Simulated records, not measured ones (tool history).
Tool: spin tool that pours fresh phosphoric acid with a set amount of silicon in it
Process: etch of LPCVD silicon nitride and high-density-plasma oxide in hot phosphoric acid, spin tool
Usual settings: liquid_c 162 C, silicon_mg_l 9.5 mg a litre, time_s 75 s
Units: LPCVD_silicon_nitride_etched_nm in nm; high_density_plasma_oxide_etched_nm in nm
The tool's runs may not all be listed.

| run | hour | liquid_c | silicon_mg_l | time_s | wafers since the last listed run | hours since the thermometer was replaced | hours since the dissolved silicon flow meter was replaced | hours since the heated supply line was repaired | hours since the gauge calibration | read-back film thickness of the LPCVD silicon nitride reference wafer, read on the same gauge (nm) | read-back film thickness of the high-density-plasma oxide reference wafer, read on the same gauge (nm) | LPCVD_silicon_nitride_etched_nm | high_density_plasma_oxide_etched_nm |
|---|---|---|---|---|---|---|---|---|---|---|---|---|---|
| 1 | 0 | 162 | 9.5 | 75 | 0 | 142.7 | 1071.6 | 104.6 | 57.6 | 129.99 | 30.02 | 6.12 | 0.445 |
| 2 | 32.3 | 161 | 9.5 | 75 | 480 | 175 | 1103.9 | 136.9 | 89.9 | 129.99 | 29.988 | 5.99 | 0.451 |
| 3 | 64.1 | 159.5 | 9.5 | 115 | 472 | 206.8 | 1135.7 | 168.7 | 121.7 | 130 | 30.012 | 8.58 | 0.528 |
| 4 | 77.4 | 162 | 9.5 | 75 | 197 | 220.1 | 1149 | 182 | 135 | 130 | 30.026 | 6.09 | 0.412 |
| 5 | 89.7 | 159 | 9.5 | 110 | 182 | 232.4 | 1161.3 | 194.3 | 147.3 | 130.02 | 30.003 | 8.06 | 0.468 |
| 6 | 111.5 | 164.5 | 9.5 | 75 | 324 | 254.2 | 1183.1 | 216.1 | 169.1 | 129.97 | 29.975 | 6.63 | 0.521 |
| 7 | 131.9 | 162 | 3.5 | 75 | 303 | 274.6 | 1203.5 | 236.5 | 189.5 | 129.98 | 29.998 | 6.07 | 0.487 |
|  | 144.3 | dissolved silicon flow meter replaced |
| 8 | 160.8 | 164.5 | 11.5 | 55 | 414 | 303.5 | 16.5 | 265.4 | 218.4 | 130.01 | 30.007 | 4.85 | 0.333 |
| 9 | 174.3 | 162 | 9.5 | 75 | 200 | 317 | 30 | 278.9 | 231.9 | 130.01 | 29.997 | 6.04 | 0.374 |
| 10 | 197.3 | 162 | 15 | 75 | 341 | 340 | 53 | 301.9 | 254.9 | 129.98 | 30.005 | 6.04 | 0.317 |
| 11 | 226.3 | 161 | 4 | 75 | 431 | 369 | 82 | 330.9 | 283.9 | 129.99 | 29.98 | 5.87 | 0.464 |
| 12 | 243.6 | 163.5 | 6.5 | 55 | 257 | 386.3 | 99.3 | 348.2 | 301.2 | 129.98 | 30.001 | 4.65 | 0.367 |
| 13 | 273.7 | 160.5 | 2.5 | 115 | 447 | 416.4 | 129.4 | 378.3 | 331.3 | 129.98 | 30.014 | 8.84 | 0.633 |
| 14 | 309.1 | 162 | 4 | 45 | 526 | 451.8 | 164.8 | 413.7 | 366.7 | 129.99 | 29.973 | 3.64 | 0.252 |
| 15 | 324 | 162 | 9.5 | 75 | 221 | 466.7 | 179.7 | 428.6 | 381.6 | 129.99 | 29.998 | 6.03 | 0.409 |
| 16 | 350.6 | 164.5 | 4.5 | 120 | 395 | 493.3 | 206.3 | 455.2 | 408.2 | 130.03 | 30.015 | 10.5 | 0.908 |
| 17 | 383.4 | 160.5 | 14.5 | 45 | 487 | 526.1 | 239.1 | 488 | 441 | 129.98 | 29.983 | 3.42 | 0.165 |
| 18 | 396.8 | 159 | 6.5 | 75 | 199 | 539.5 | 252.5 | 501.4 | 454.4 | 129.98 | 29.996 | 5.46 | 0.33 |
| 19 | 412.2 | 162 | 9.5 | 75 | 228 | 554.9 | 267.9 | 516.8 | 469.8 | 129.97 | 30.002 | 5.98 | 0.375 |
| 20 | 429.5 | 164 | 13.5 | 45 | 257 | 572.2 | 285.2 | 534.1 | 487.1 | 129.99 | 30.016 | 3.84 | 0.264 |
| 21 | 461.4 | 164.5 | 12 | 40 | 474 | 604.1 | 317.1 | 566 | 519 | 130.03 | 29.996 | 3.44 | 0.249 |
| 22 | 491.8 | 164 | 16.5 | 90 | 451 | 634.5 | 347.5 | 596.4 | 549.4 | 130 | 29.999 | 7.6 | 0.428 |

The same runs without the tool's hidden state, with the same run-to-run variation:
The hidden state here: liquid hotter than its thermometer reads (K); dissolved silicon flow above the setpoint (%); temperature lost on the way to the wafer (K); gauge reads high (%).
| run | LPCVD_silicon_nitride_etched_nm | high_density_plasma_oxide_etched_nm |
|---|---|---|
| 1 | 6.18 | 0.454 |
| 2 | 6.06 | 0.462 |
| 3 | 8.69 | 0.544 |
| 4 | 6.17 | 0.425 |
| 5 | 8.18 | 0.483 |
| 6 | 6.73 | 0.539 |
| 7 | 6.17 | 0.506 |
| 8 | 4.93 | 0.346 |
| 9 | 6.16 | 0.39 |
| 10 | 6.16 | 0.331 |
| 11 | 6 | 0.488 |
| 12 | 4.76 | 0.386 |
| 13 | 9.06 | 0.668 |
| 14 | 3.74 | 0.268 |
| 15 | 6.19 | 0.434 |
| 16 | 10.8 | 0.967 |
| 17 | 3.53 | 0.177 |
| 18 | 5.64 | 0.354 |
| 19 | 6.18 | 0.403 |
| 20 | 3.97 | 0.283 |
| 21 | 3.56 | 0.269 |
| 22 | 7.88 | 0.464 |

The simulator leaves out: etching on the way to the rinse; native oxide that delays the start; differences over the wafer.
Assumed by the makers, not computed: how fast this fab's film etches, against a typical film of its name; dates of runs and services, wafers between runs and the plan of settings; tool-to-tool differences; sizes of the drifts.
